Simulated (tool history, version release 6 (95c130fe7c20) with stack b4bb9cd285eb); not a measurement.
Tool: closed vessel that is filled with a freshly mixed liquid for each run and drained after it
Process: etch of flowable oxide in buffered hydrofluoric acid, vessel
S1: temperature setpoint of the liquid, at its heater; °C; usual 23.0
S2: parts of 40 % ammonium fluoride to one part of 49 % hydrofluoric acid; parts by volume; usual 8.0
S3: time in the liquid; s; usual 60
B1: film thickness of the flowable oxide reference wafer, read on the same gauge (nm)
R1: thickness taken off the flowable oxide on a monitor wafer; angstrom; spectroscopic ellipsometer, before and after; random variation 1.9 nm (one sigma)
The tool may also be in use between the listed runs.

{"run": 1, "hour": 0.0, "S1": 25.0, "S2": 8.0, "S3": 60, "B1": 90.03, "R1": 2980.9}
{"run": 2, "hour": 60.6, "S1": 25.0, "S2": 8.0, "S3": 60, "B1": 90.01, "R1": 2935.3}
{"run": 3, "hour": 87.6, "S1": 25.0, "S2": 8.0, "S3": 60, "B1": 90.0, "R1": 2987.2}
{"run": 4, "hour": 124.4, "S1": 19.5, "S2": 8.0, "S3": 40, "B1": 90.0, "R1": 1458.6}
{"run": 5, "hour": 156.0, "S1": 19.5, "S2": 8.0, "S3": 40, "B1": 90.02, "R1": 1463.8}
{"run": 6, "hour": 194.1, "S1": 20.5, "S2": 8.0, "S3": 60, "B1": 90.0, "R1": 2322.5}
{"run": 7, "hour": 258.8, "S1": 23.0, "S2": 8.0, "S3": 60, "B1": 89.99, "R1": 2691.3}
{"run": 8, "hour": 327.5, "S1": 23.0, "S2": 8.0, "S3": 60, "B1": 89.99, "R1": 2741.1}
{"hour": 353.3, "done": "hydrofluoric acid flow meter replaced"}
{"run": 9, "hour": 397.6, "S1": 23.0, "S2": 8.0, "S3": 60, "B1": 89.98, "R1": 2442.3}
{"run": 10, "hour": 443.9, "S1": 23.0, "S2": 8.0, "S3": 60, "B1": 90.01, "R1": 2450.4}
{"run": 11, "hour": 475.2, "S1": 23.0, "S2": 6.0, "S3": 60, "B1": 89.96, "R1": 3246.3}
{"hour": 515.4, "done": "thermometer replaced"}
{"run": 12, "hour": 517.4, "S1": 23.0, "S2": 6.0, "S3": 60, "B1": 90.0, "R1": 3241.8}
{"run": 13, "hour": 571.0, "S1": 23.0, "S2": 8.0, "S3": 60, "B1": 89.97, "R1": 2449.7}
{"run": 14, "hour": 601.2, "S1": 19.0, "S2": 5.5, "S3": 40, "B1": 90.0, "R1": 1870.1}
{"hour": 606.4, "done": "gauge calibrated"}
{"run": 15, "hour": 712.8, "S1": 20.5, "S2": 9.0, "S3": 90, "B1": 90.0, "R1": 2830.6}
{"run": 16, "hour": 751.8, "S1": 19.0, "S2": 8.0, "S3": 40, "B1": 89.99, "R1": 1334.7}
{"run": 17, "hour": 789.1, "S1": 23.0, "S2": 8.0, "S3": 60, "B1": 89.98, "R1": 2501.0}
{"run": 18, "hour": 850.1, "S1": 27.0, "S2": 8.0, "S3": 95, "B1": 90.0, "R1": 4963.7}
{"run": 19, "hour": 895.2, "S1": 19.0, "S2": 8.0, "S3": 60, "B1": 90.03, "R1": 2028.8}
{"run": 20, "hour": 942.3, "S1": 27.0, "S2": 6.5, "S3": 85, "B1": 89.98, "R1": 5440.7}
{"run": 21, "hour": 1008.5, "S1": 23.0, "S2": 8.0, "S3": 95, "B1": 89.98, "R1": 4037.2}
{"run": 22, "hour": 1045.2, "S1": 20.0, "S2": 5.5, "S3": 50, "B1": 89.98, "R1": 2518.0}
{"run": 23, "hour": 1071.4, "S1": 23.0, "S2": 8.0, "S3": 85, "B1": 90.01, "R1": 3574.1}
{"run": 24, "hour": 1134.6, "S1": 25.5, "S2": 6.5, "S3": 50, "B1": 90.05, "R1": 3009.9}

Hidden state or all else? Some run-to-run changes of R1, split into what the settings, what came in and random variation would give without the hidden state, and what is left for the hidden state (with any gauge scatter that isn't in both results):
The hidden state here: liquid hotter than its thermometer reads (K); hydrofluoric acid flow above the setpoint (%); gauge reads high (%).
Run 3 -> 4: S1 25.0 -> 19.5, S3 60 -> 40. R1 -1528.6 angstrom: hidden state -147.8, all else -1380.8.
Run 8 -> 9: hydrofluoric acid flow meter replaced. R1 -298.8 angstrom: hidden state -284.5, all else -14.3.
Run 18 -> 19: S1 27.0 -> 19.0, S3 95 -> 60. R1 -2934.9 angstrom: hidden state -113.4, all else -2821.5.
Run 19 -> 20: S1 19.0 -> 27.0, S2 8.0 -> 6.5, S3 60 -> 85. R1 +3411.9 angstrom: hidden state +116.0, all else +3295.9.
